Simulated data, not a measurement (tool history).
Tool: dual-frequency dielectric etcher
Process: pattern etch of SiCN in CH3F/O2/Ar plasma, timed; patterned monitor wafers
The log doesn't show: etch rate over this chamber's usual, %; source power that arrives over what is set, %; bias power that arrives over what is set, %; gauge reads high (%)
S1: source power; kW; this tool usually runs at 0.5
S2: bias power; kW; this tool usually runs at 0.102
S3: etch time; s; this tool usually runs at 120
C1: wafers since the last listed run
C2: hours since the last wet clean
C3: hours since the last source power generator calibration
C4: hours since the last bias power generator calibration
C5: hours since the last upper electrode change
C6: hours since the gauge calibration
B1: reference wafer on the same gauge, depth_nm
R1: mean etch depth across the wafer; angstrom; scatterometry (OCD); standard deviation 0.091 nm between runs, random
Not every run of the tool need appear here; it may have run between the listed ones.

run,hour,S1,S2,S3,C1,C2,C3,C4,C5,C6,B1,R1
1,0,0.5,0.102,120,0,157.2,2335.3,2875.7,2855.4,120.4,62.6,606
2,24.6,0.5,0.102,120,274,181.8,2359.9,2900.3,2880,145,62.6,607
3,37.7,0.43,0.102,120,146,194.9,2373,2913.4,2893.1,158.1,62.6,580
4,66.8,0.43,0.102,120,324,224,2402.1,2942.5,2922.2,187.2,62.6,577
5,102.6,0.44,0.102,120,399,259.8,2437.9,2978.3,2958,223,62.6,580
6,122.9,0.5,0.116,120,226,280.1,2458.2,2998.6,2978.3,243.3,62.6,636
7,142,0.5,0.102,120,213,299.2,2477.3,3017.7,2997.4,262.4,62.6,606
8,175.2,0.5,0.102,120,370,332.4,2510.5,3050.9,3030.6,295.6,62.6,605
9,193.2,0.5,0.102,120,200,350.4,2528.5,3068.9,3048.6,313.6,62.6,603
# hour 199.4: bias power generator calibrated
10,205.9,0.5,0.102,120,97,363.1,2541.2,6.5,3061.3,326.3,62.6,605
# hour 214.2: gauge calibrated
11,222.6,0.5,0.102,120,186,379.8,2557.9,23.2,3078,8.4,62.6,604
12,236,0.5,0.102,120,149,393.2,2571.3,36.6,3091.4,21.8,62.6,603
# hour 258.5: source power generator calibrated
13,268.8,0.5,0.077,147.5,321,426,10.3,69.4,3124.2,54.6,62.6,674
14,282.3,0.5,0.102,120,150,439.5,23.8,82.9,3137.7,68.1,62.6,604
15,299.1,0.5,0.116,120,187,456.3,40.6,99.7,3154.5,84.9,62.6,632
# hour 328.7: upper electrode replaced
16,329.2,0.55,0.102,100,68,486.4,70.7,129.8,0.5,115,62.6,518
17,333.6,0.53,0.102,152.5,49,490.8,75.1,134.2,4.9,119.4,62.6,781
18,348.1,0.5,0.124,120,161,505.3,89.6,148.7,19.4,133.9,62.6,648
19,373.2,0.5,0.102,120,280,530.4,114.7,173.8,44.5,159,62.6,602
# hour 410.9: wet clean of the chamber
20,411.4,0.59,0.102,120,158,0.5,152.9,212,82.7,197.2,62.6,645
21,434.9,0.45,0.077,87.5,262,24,176.4,235.5,106.2,220.7,62.6,389
22,467.3,0.5,0.102,104,361,56.4,208.8,267.9,138.6,253.1,62.6,529
23,495.3,0.5,0.093,105.5,312,84.4,236.8,295.9,166.6,281.1,62.6,516
24,519.7,0.5,0.125,98,272,108.8,261.2,320.3,191,305.5,62.6,535

Run by run, hidden condition taken away, random variation retained:
run,R1
1,608
2,609
3,582
4,580
5,583
6,640
7,610
8,610
9,607
10,610
11,609
12,608
13,680
14,609
15,637
16,523
17,789
18,654
19,608
20,644
21,389
22,529
23,517
24,535

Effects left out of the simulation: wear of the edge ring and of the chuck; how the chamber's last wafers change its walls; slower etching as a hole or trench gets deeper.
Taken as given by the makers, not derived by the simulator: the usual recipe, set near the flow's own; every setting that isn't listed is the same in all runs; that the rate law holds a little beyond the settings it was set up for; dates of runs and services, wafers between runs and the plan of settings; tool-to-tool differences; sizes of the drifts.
